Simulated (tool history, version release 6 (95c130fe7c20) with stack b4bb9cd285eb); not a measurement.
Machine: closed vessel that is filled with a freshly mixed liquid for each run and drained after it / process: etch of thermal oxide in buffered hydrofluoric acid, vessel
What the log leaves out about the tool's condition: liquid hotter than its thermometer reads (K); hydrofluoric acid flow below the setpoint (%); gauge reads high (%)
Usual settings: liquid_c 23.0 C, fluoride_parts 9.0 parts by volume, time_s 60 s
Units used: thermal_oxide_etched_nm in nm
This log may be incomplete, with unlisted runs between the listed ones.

run	hour	liquid_c	fluoride_parts	time_s	wafers since the last listed run	hours since the thermometer was replaced	hours since the hydrofluoric acid flow meter was replaced	hours since the gauge calibration	read-back film thickness of the thermal oxide reference wafer, read on the same gauge (nm)	thermal_oxide_etched_nm
1	0.0	23.0	9.0	55	0	535.7	26.1	3866.7	119.98	66.27
2	52.5	23.0	9.0	55	4228	588.2	78.6	3919.2	120.01	65.34
3	327.5	23.0	9.0	60	22146	863.2	353.6	4194.2	119.99	70.72
4	397.5	23.0	9.0	60	5637	933.2	423.6	4264.2	119.99	70.29
5	472.4	19.5	9.0	60	6032	1008.1	498.5	4339.1	120.00	57.80
6	537.5	19.5	9.0	60	5242	1073.2	563.6	4404.2	120.00	58.07
7	631.7	23.0	9.0	60	7586	1167.4	657.8	4498.4	120.00	69.82
# hour 721.5: gauge calibrated
8	722.9	23.0	9.0	60	7344	1258.6	749.0	1.4	119.99	70.04
9	766.4	23.0	9.0	60	3503	1302.1	792.5	44.9	119.98	70.23
10	861.5	23.0	9.0	55	7658	1397.2	887.6	140.0	119.97	63.85
11	961.9	27.0	9.0	60	8085	1497.6	988.0	240.4	120.00	86.28
12	1015.3	23.0	7.0	60	4300	1551.0	1041.4	293.8	120.01	86.42
# hour 1026.5: hydrofluoric acid flow meter replaced
13	1097.5	23.0	9.0	60	6539	1633.2	71.0	376.0	120.00	72.44
14	1160.9	25.0	9.0	90	5105	1696.6	134.4	439.4	120.01	121.76
15	1200.6	23.0	6.0	75	3197	1736.3	174.1	479.1	120.01	136.63
16	1271.1	23.0	7.0	30	5677	1806.8	244.6	549.6	120.01	46.41
17	1312.4	25.0	11.5	60	3326	1848.1	285.9	590.9	120.00	64.99
18	1409.7	23.0	6.5	60	7835	1945.4	383.2	688.2	120.00	100.17
19	1481.4	19.0	9.0	60	5774	2017.1	454.9	759.9	119.99	57.62

What will run 20 give?
20	1536.5	23.0	9.0	90	4437	2072.2	510.0	815.0	?	?

read-back film thickness of the thermal oxide reference wafer, read on the same gauge (nm): 120.00
thermal_oxide_etched_nm: 108.57 nm
The same run, on a tool lacking any hidden state, would have yielded thermal_oxide_etched_nm 106.82 nm.

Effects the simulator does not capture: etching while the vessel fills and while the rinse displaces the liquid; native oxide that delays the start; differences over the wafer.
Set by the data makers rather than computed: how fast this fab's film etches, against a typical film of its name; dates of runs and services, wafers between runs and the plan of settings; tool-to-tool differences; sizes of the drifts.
